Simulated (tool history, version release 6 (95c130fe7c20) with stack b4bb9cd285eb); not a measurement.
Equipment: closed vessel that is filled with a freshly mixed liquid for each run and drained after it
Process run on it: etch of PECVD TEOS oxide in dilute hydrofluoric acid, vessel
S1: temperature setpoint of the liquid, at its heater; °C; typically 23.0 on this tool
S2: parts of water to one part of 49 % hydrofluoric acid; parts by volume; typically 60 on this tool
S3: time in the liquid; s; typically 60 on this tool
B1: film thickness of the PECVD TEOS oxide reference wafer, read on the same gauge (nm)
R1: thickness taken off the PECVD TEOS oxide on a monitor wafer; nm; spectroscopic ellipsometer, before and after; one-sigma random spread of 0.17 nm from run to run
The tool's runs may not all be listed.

run 1 hour=0.0 | S1=23.0 S2=60 S3=60 | B1=70.00 | R1=23.07
run 2 hour=52.7 | S1=23.0 S2=60 S3=60 | B1=70.01 | R1=23.11
run 3 hour=114.9 | S1=23.0 S2=60 S3=60 | B1=69.98 | R1=22.87
run 4 hour=164.4 | S1=23.0 S2=60 S3=60 | B1=70.02 | R1=23.06
run 5 hour=194.8 | S1=23.0 S2=60 S3=60 | B1=70.01 | R1=22.95
run 6 hour=233.0 | S1=23.0 S2=60 S3=60 | B1=70.01 | R1=23.21
run 7 hour=272.5 | S1=23.0 S2=60 S3=60 | B1=70.00 | R1=22.88
run 8 hour=321.9 | S1=23.0 S2=60 S3=60 | B1=70.01 | R1=22.77
run 9 hour=352.9 | S1=23.0 S2=60 S3=60 | B1=70.01 | R1=22.96
-- hour=359.3 hydrofluoric acid flow meter replaced
run 10 hour=379.4 | S1=20.5 S2=60 S3=60 | B1=69.98 | R1=21.32
-- hour=384.7 gauge calibrated
run 11 hour=480.0 | S1=20.5 S2=60 S3=60 | B1=70.01 | R1=21.43
run 12 hour=508.1 | S1=21.5 S2=85 S3=90 | B1=70.02 | R1=22.91
run 13 hour=546.2 | S1=18.5 S2=60 S3=75 | B1=69.99 | R1=24.42
run 14 hour=599.9 | S1=23.0 S2=60 S3=60 | B1=69.98 | R1=23.32
run 15 hour=658.7 | S1=25.5 S2=45 S3=95 | B1=70.01 | R1=56.41
run 16 hour=730.4 | S1=19.0 S2=60 S3=60 | B1=70.02 | R1=19.96
run 17 hour=755.7 | S1=23.0 S2=60 S3=60 | B1=70.00 | R1=23.63
-- hour=856.5 thermometer replaced
run 18 hour=890.3 | S1=20.0 S2=60 S3=60 | B1=70.01 | R1=20.71
run 19 hour=954.4 | S1=27.5 S2=75 S3=70 | B1=70.01 | R1=25.33
-- hour=973.7 gauge calibrated
run 20 hour=986.8 | S1=23.0 S2=75 S3=60 | B1=69.99 | R1=18.04
run 21 hour=1055.0 | S1=23.0 S2=60 S3=60 | B1=69.99 | R1=23.19
run 22 hour=1081.1 | S1=23.0 S2=35 S3=75 | B1=70.01 | R1=50.68
run 23 hour=1117.0 | S1=23.0 S2=60 S3=60 | B1=69.99 | R1=23.14

Each row is a separate what-if for the run after 23, all from the same tool condition, not one after another. Results?
run A hour=1117.7 | S1=23.0 S2=85 S3=60 | B1=? | R1=?
run B hour=1117.7 | S1=26.5 S2=60 S3=60 | B1=? | R1=?
run C hour=1117.7 | S1=28.0 S2=80 S3=90 | B1=? | R1=?

run=A B1=69.99 R1=15.73
run=B B1=69.99 R1=26.51
run=C B1=69.99 R1=30.75
Without the tool's unlogged condition, the same runs would have read:
run=A R1=16.20
run=B R1=27.29
run=C R1=31.67

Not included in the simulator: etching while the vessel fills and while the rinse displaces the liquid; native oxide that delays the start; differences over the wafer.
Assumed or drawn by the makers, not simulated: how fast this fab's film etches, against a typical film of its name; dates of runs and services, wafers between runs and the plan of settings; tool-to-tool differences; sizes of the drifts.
